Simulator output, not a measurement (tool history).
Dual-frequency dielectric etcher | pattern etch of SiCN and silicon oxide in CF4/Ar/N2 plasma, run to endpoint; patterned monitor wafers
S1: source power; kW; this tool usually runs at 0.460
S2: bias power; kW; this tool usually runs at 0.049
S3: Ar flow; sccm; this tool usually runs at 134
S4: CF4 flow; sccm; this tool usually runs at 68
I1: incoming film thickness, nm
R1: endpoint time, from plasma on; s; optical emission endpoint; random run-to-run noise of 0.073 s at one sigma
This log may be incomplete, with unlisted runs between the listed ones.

Run 1, hour 0.0: usual settings but S2 0.056 kW, S4 61 sccm; I1 14.23. Result: R1 19.4 s.
Run 2, hour 124.6: usual settings but S1 0.510 kW, S2 0.038 kW; I1 14.21. Result: R1 19.6 s.
Run 3, hour 193.4: usual settings but S1 0.350 kW, S3 106 sccm, S4 82 sccm; I1 14.30. Result: R1 22.4 s.
Run 4, hour 221.2: usual settings but S1 0.580 kW, S3 150 sccm, S4 81 sccm; I1 14.00. Result: R1 16.1 s.
Run 5, hour 275.5: usual settings but S2 0.043 kW; I1 14.11. Result: R1 20.2 s.
Run 6, hour 314.8: usual settings; I1 14.20. Result: R1 19.3 s.
Run 7, hour 357.9: usual settings but S1 0.530 kW, S3 112 sccm; I1 14.25. Result: R1 16.8 s.
At hour 392.1: wet clean of the chamber.
At hour 395.2: upper electrode replaced.
Run 8, hour 402.8: usual settings; I1 14.06. Result: R1 19.8 s.
Run 9, hour 442.2: usual settings but S2 0.055 kW, S3 162 sccm; I1 14.16. Result: R1 19.8 s.
Run 10, hour 467.1: usual settings but S1 0.430 kW, S2 0.056 kW, S3 112 sccm; I1 14.23. Result: R1 19.6 s.
Run 11, hour 512.8: usual settings but S3 160 sccm, S4 76 sccm; I1 14.29. Result: R1 20.2 s.
Run 12, hour 571.1: usual settings but S1 0.340 kW, S2 0.056 kW; I1 14.40. Result: R1 23.8 s.
At hour 577.7: source power generator calibrated.
Run 13, hour 621.3: usual settings but S1 0.540 kW, S2 0.042 kW, S3 168 sccm, S4 56 sccm; I1 14.10. Result: R1 19.5 s.
Run 14, hour 802.2: usual settings; I1 14.10. Result: R1 19.0 s.
At hour 889.9: wet clean of the chamber.
Run 15, hour 890.4: usual settings; I1 14.32. Result: R1 20.3 s.
Run 16, hour 900.3: usual settings but S4 52 sccm; I1 14.05. Result: R1 20.7 s.
Run 17, hour 965.2: usual settings but S1 0.550 kW, S4 75 sccm; I1 14.20. Result: R1 17.3 s.
Run 18, hour 1024.7: usual settings but S4 80 sccm; I1 14.23. Result: R1 19.6 s.
Run 19, hour 1067.7: usual settings; I1 14.22. Result: R1 20.0 s.
Run 20, hour 1112.1: usual settings but S1 0.370 kW, S3 107 sccm, S4 84 sccm; I1 14.27. Result: R1 22.1 s.
Run 21, hour 1170.1: usual settings but S1 0.340 kW, S2 0.053 kW, S4 54 sccm; I1 14.19. Result: R1 24.6 s.
Run 22, hour 1241.5: usual settings but S2 0.060 kW, S3 117 sccm, S4 74 sccm; I1 14.21. Result: R1 17.8 s.
Run 23, hour 1300.0: usual settings; I1 14.16. Result: R1 19.4 s.

Give the tool's hidden conditions for every run:
source power that arrives over what is set, %: 0 across all the runs
Ar flow that arrives over what is set, %: 0 across all the runs
CF4 flow that arrives over what is set, %: 0 across all the runs
H1: etch rate over this chamber's usual, %
H2: bias power that arrives over what is set, %
run      H1     H2
  1   0.534  -1.97
  2    1.66  -2.49
  3    2.28  -2.74
  4    2.53  -2.83
  5    3.02  -3.01
  6    3.37  -3.13
  7    3.76  -3.25
  8    0.18  -3.37
  9   0.536  -3.47
 10    0.76  -3.53
 11    1.17  -3.64
 12     1.7  -3.76
 13    2.15  -3.86
 14    3.78  -4.17
 15  -0.774  -4.29
 16  -0.685  -4.31
 17  -0.099  -4.39
 18   0.438  -4.46
 19   0.826   -4.5
 20    1.23  -4.55
 21    1.75   -4.6
 22    2.39  -4.66
 23    2.92  -4.71

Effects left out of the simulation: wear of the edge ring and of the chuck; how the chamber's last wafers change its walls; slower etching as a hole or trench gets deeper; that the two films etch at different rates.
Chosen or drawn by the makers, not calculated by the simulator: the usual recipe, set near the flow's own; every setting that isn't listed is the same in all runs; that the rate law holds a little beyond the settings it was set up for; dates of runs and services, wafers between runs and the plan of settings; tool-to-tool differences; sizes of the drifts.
